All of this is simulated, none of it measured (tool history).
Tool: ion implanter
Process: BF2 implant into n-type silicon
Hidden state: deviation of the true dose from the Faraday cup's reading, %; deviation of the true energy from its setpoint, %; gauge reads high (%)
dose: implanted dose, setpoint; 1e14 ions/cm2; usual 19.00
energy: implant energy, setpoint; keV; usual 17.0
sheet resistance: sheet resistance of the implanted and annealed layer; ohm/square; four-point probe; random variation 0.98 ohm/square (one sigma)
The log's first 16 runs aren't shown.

| run | hour | dose | energy | wafers since the last listed run | hours since the last dose calibration | hours since the extraction supply was calibrated | hours since the gauge calibration | read-back reference wafer on the same gauge, sheet resistance | sheet resistance |
|---|---|---|---|---|---|---|---|---|---|
|  | 453.4 | Faraday cup replaced and dose calibrated |
| 17 | 453.9 | 19.00 | 17.0 | 678 | 0.5 | 129.7 | 817.3 | 190.87 | 179.99 |
| 18 | 468.1 | 20.29 | 13.5 | 280 | 14.7 | 143.9 | 831.5 | 190.16 | 196.42 |
| 19 | 482.8 | 20.29 | 13.5 | 289 | 29.4 | 158.6 | 846.2 | 190.21 | 196.51 |
| 20 | 525.7 | 15.34 | 21.0 | 846 | 72.3 | 201.5 | 889.1 | 190.15 | 165.44 |
|  | 528.3 | gauge calibrated |
| 21 | 551.2 | 19.00 | 14.0 | 502 | 97.8 | 227.0 | 22.9 | 198.49 | 203.35 |
| 22 | 563.6 | 16.69 | 21.5 | 244 | 110.2 | 239.4 | 35.3 | 198.15 | 167.91 |
| 23 | 592.0 | 21.29 | 17.0 | 560 | 138.6 | 267.8 | 63.7 | 197.91 | 182.44 |
| 24 | 618.3 | 19.00 | 17.0 | 518 | 164.9 | 294.1 | 90.0 | 197.35 | 184.17 |
| 25 | 650.7 | 24.16 | 17.0 | 639 | 197.3 | 326.5 | 122.4 | 196.45 | 178.26 |
| 26 | 665.5 | 14.61 | 13.0 | 291 | 212.1 | 341.3 | 137.2 | 196.17 | 213.59 |
| 27 | 693.1 | 19.00 | 17.0 | 544 | 239.7 | 368.9 | 164.8 | 195.80 | 182.19 |
| 28 | 768.7 | 19.00 | 17.0 | 1491 | 315.3 | 444.5 | 240.4 | 195.01 | 183.58 |
| 29 | 794.1 | 19.00 | 17.0 | 500 | 340.7 | 469.9 | 265.8 | 194.46 | 183.99 |
| 30 | 806.4 | 23.37 | 17.0 | 242 | 353.0 | 482.2 | 278.1 | 194.28 | 177.92 |
| 31 | 826.3 | 15.58 | 17.0 | 392 | 372.9 | 502.1 | 298.0 | 194.22 | 186.11 |
| 32 | 840.7 | 23.15 | 20.5 | 284 | 387.3 | 516.5 | 312.4 | 194.10 | 162.49 |
| 33 | 853.0 | 23.50 | 23.0 | 242 | 399.6 | 528.8 | 324.7 | 194.05 | 153.74 |
| 34 | 886.5 | 13.42 | 22.0 | 660 | 433.1 | 562.3 | 358.2 | 193.65 | 168.89 |
| 35 | 916.9 | 16.17 | 19.0 | 599 | 463.5 | 592.7 | 388.6 | 193.18 | 175.08 |
| 36 | 945.9 | 15.69 | 20.5 | 571 | 492.5 | 621.7 | 417.6 | 192.88 | 170.81 |
| 37 | 972.5 | 19.00 | 17.0 | 524 | 519.1 | 648.3 | 444.2 | 192.88 | 180.30 |
| 38 | 1001.9 | 19.00 | 17.0 | 579 | 548.5 | 677.7 | 473.6 | 192.88 | 179.11 |

3 ways to go on from here, each from the tool as it stands after run 38. What would each give?
| A | 1002.3 | 19.00 | 17.0 | 7 | 548.9 | 678.1 | 474.0 | ? | ? |
| B | 1002.3 | 17.08 | 18.5 | 7 | 548.9 | 678.1 | 474.0 | ? | ? |
| C | 1002.3 | 14.56 | 17.0 | 7 | 548.9 | 678.1 | 474.0 | ? | ? |

| run | read-back reference wafer on the same gauge, sheet resistance | sheet resistance |
|---|---|---|
| A | 192.93 | 179.90 |
| B | 192.93 | 175.16 |
| C | 192.93 | 186.57 |
Without the tool's hidden state the same runs would have given:
| run | sheet resistance |
|---|---|
| A | 184.85 |
| B | 179.97 |
| C | 191.70 |
